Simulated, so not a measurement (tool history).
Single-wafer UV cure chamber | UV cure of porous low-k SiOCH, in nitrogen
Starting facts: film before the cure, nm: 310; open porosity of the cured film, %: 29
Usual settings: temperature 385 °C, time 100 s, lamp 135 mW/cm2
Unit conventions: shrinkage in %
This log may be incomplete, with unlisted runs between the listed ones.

run   hour  temperature  time  lamp  shrinkage
  1      0          385   100   135     11.235
  2   11.8          385   100   135      11.02
  3   18.8          376   100   135     11.098
  4   36.1          376   100   135     11.033
  5   48.5          376   100   135      10.94
  6   59.4          385   100   135     10.937
  7     74          385   100   135     10.951
  8   86.1          385   100   135      10.99
  9   99.3          385   100   135     11.013
 10  115.5          385   100   135     10.813
 11  127.8          381   100   135     10.796
     143.6  -- quartz window cleaned
 12  144.1          369   100   135     11.611
 13    151          385   100   135     11.903
 14  166.7          367   100   102     10.041
 15  176.7          395    75   146     10.818
 16    193          385   100   135     11.846
 17  204.6          385   100   108     10.665
 18  217.6          395    80   103      9.443
     232.5  -- UV bulbs replaced
 19    233          385   100   135     11.791
 20  239.7          385   145    99      12.09
 21  252.8          385   100   135     11.775
 22  266.6          385    60   135      9.091
 23  297.9          365    70   135      9.482

5 options for the next run, each taken on its own from the tool as it stands now. Forecast them:
  A  298.4          385    70   135          ?
  B  298.4          396   120   154          ?
  C  298.4          385   120   135          ?
  D  298.4          394   100   169          ?
  E  298.4          385   100   155          ?

run  shrinkage
  A       9.62
  B     13.268
  C     12.355
  D     12.759
  E     12.126
With no hidden state in the tool, these same runs would have given:
run  shrinkage
  A      9.721
  B     13.374
  C     12.459
  D     12.865
  E     12.231
